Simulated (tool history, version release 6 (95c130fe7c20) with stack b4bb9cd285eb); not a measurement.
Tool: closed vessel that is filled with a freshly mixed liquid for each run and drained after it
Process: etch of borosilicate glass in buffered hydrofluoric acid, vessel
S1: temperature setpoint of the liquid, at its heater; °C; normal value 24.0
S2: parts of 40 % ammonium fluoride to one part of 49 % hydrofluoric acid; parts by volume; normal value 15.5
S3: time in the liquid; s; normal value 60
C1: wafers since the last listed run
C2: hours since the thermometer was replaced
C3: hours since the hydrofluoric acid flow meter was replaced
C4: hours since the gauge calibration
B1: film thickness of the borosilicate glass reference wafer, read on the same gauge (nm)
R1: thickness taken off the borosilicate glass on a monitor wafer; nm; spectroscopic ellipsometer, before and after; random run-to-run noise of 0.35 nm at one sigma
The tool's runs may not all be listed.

{"run": 1, "hour": 0.0, "S1": 24.0, "S2": 15.5, "S3": 60, "C1": 0, "C2": 1662.7, "C3": 785.5, "C4": 732.6, "B1": 28.97, "R1": 48.23}
{"run": 2, "hour": 68.8, "S1": 24.0, "S2": 15.5, "S3": 60, "C1": 6299, "C2": 1731.5, "C3": 854.3, "C4": 801.4, "B1": 28.96, "R1": 48.07}
{"run": 3, "hour": 124.4, "S1": 24.0, "S2": 15.5, "S3": 60, "C1": 5090, "C2": 1787.1, "C3": 909.9, "C4": 857.0, "B1": 28.96, "R1": 47.35}
{"run": 4, "hour": 191.8, "S1": 24.0, "S2": 15.5, "S3": 60, "C1": 6170, "C2": 1854.5, "C3": 977.3, "C4": 924.4, "B1": 28.95, "R1": 47.12}
{"hour": 230.1, "done": "gauge calibrated"}
{"run": 5, "hour": 249.8, "S1": 24.0, "S2": 15.5, "S3": 60, "C1": 5310, "C2": 1912.5, "C3": 1035.3, "C4": 19.7, "B1": 29.83, "R1": 48.69}
{"run": 6, "hour": 292.1, "S1": 23.0, "S2": 15.5, "S3": 60, "C1": 3872, "C2": 1954.8, "C3": 1077.6, "C4": 62.0, "B1": 29.66, "R1": 46.03}
{"run": 7, "hour": 326.9, "S1": 23.0, "S2": 15.5, "S3": 60, "C1": 3186, "C2": 1989.6, "C3": 1112.4, "C4": 96.8, "B1": 29.58, "R1": 45.87}
{"run": 8, "hour": 375.2, "S1": 23.0, "S2": 15.5, "S3": 60, "C1": 4422, "C2": 2037.9, "C3": 1160.7, "C4": 145.1, "B1": 29.45, "R1": 45.64}
{"run": 9, "hour": 409.8, "S1": 24.0, "S2": 15.5, "S3": 70, "C1": 3167, "C2": 2072.5, "C3": 1195.3, "C4": 179.7, "B1": 29.42, "R1": 56.51}
{"run": 10, "hour": 474.8, "S1": 24.0, "S2": 13.5, "S3": 60, "C1": 5951, "C2": 2137.5, "C3": 1260.3, "C4": 244.7, "B1": 29.26, "R1": 55.35}
{"run": 11, "hour": 545.3, "S1": 24.0, "S2": 13.5, "S3": 60, "C1": 6454, "C2": 2208.0, "C3": 1330.8, "C4": 315.2, "B1": 29.17, "R1": 54.96}
{"run": 12, "hour": 587.0, "S1": 24.0, "S2": 15.5, "S3": 60, "C1": 3817, "C2": 2249.7, "C3": 1372.5, "C4": 356.9, "B1": 29.13, "R1": 47.99}
{"run": 13, "hour": 644.6, "S1": 24.0, "S2": 18.5, "S3": 30, "C1": 5273, "C2": 2307.3, "C3": 1430.1, "C4": 414.5, "B1": 29.08, "R1": 19.97}
{"run": 14, "hour": 713.2, "S1": 21.0, "S2": 11.0, "S3": 75, "C1": 6280, "C2": 2375.9, "C3": 1498.7, "C4": 483.1, "B1": 29.02, "R1": 70.4}
{"run": 15, "hour": 757.0, "S1": 24.0, "S2": 15.5, "S3": 60, "C1": 4010, "C2": 2419.7, "C3": 1542.5, "C4": 526.9, "B1": 28.99, "R1": 47.78}
{"hour": 774.4, "done": "thermometer replaced"}
{"run": 16, "hour": 813.2, "S1": 27.5, "S2": 13.5, "S3": 85, "C1": 5053, "C2": 38.8, "C3": 1598.7, "C4": 583.1, "B1": 28.96, "R1": 93.83}
{"run": 17, "hour": 848.5, "S1": 24.0, "S2": 15.5, "S3": 60, "C1": 3231, "C2": 74.1, "C3": 1634.0, "C4": 618.4, "B1": 28.94, "R1": 47.89}
{"hour": 897.7, "done": "hydrofluoric acid flow meter replaced"}
{"run": 18, "hour": 907.2, "S1": 24.0, "S2": 15.5, "S3": 35, "C1": 5282, "C2": 132.8, "C3": 9.5, "C4": 677.1, "B1": 28.93, "R1": 27.56}
{"run": 19, "hour": 964.3, "S1": 21.5, "S2": 21.5, "S3": 75, "C1": 5227, "C2": 189.9, "C3": 66.6, "C4": 734.2, "B1": 28.93, "R1": 38.0}
{"hour": 979.3, "done": "gauge calibrated"}
{"run": 20, "hour": 1011.2, "S1": 22.0, "S2": 11.5, "S3": 75, "C1": 4294, "C2": 236.8, "C3": 113.5, "C4": 31.9, "B1": 29.86, "R1": 73.92}
{"run": 21, "hour": 1071.0, "S1": 25.5, "S2": 20.5, "S3": 30, "C1": 5475, "C2": 296.6, "C3": 173.3, "C4": 91.7, "B1": 29.66, "R1": 20.49}
{"run": 22, "hour": 1118.2, "S1": 24.0, "S2": 15.5, "S3": 60, "C1": 4321, "C2": 343.8, "C3": 220.5, "C4": 138.9, "B1": 29.57, "R1": 48.48}
{"run": 23, "hour": 1173.2, "S1": 24.0, "S2": 10.0, "S3": 60, "C1": 5035, "C2": 398.8, "C3": 275.5, "C4": 193.9, "B1": 29.45, "R1": 73.9}
{"run": 24, "hour": 1235.3, "S1": 24.0, "S2": 15.5, "S3": 60, "C1": 5685, "C2": 460.9, "C3": 337.6, "C4": 256.0, "B1": 29.34, "R1": 47.42}

3 options for the next run, each taken on its own from the tool as it stands now. Forecast them:
{"run": "A", "hour": 1236.0, "S1": 24.0, "S2": 15.5, "S3": 60, "C1": 64, "C2": 461.6, "C3": 338.3, "C4": 256.7, "B1": "?", "R1": "?"}
{"run": "B", "hour": 1236.0, "S1": 22.0, "S2": 15.5, "S3": 60, "C1": 64, "C2": 461.6, "C3": 338.3, "C4": 256.7, "B1": "?", "R1": "?"}
{"run": "C", "hour": 1236.0, "S1": 24.0, "S2": 14.0, "S3": 35, "C1": 64, "C2": 461.6, "C3": 338.3, "C4": 256.7, "B1": "?", "R1": "?"}

run=A B1=29.33 R1=47.73
run=B B1=29.33 R1=42.84
run=C B1=29.33 R1=30.79
Take away the tool's hidden state, keep each run's random variation, and the runs would have read:
run=A R1=48.79
run=B R1=43.80
run=C R1=31.48
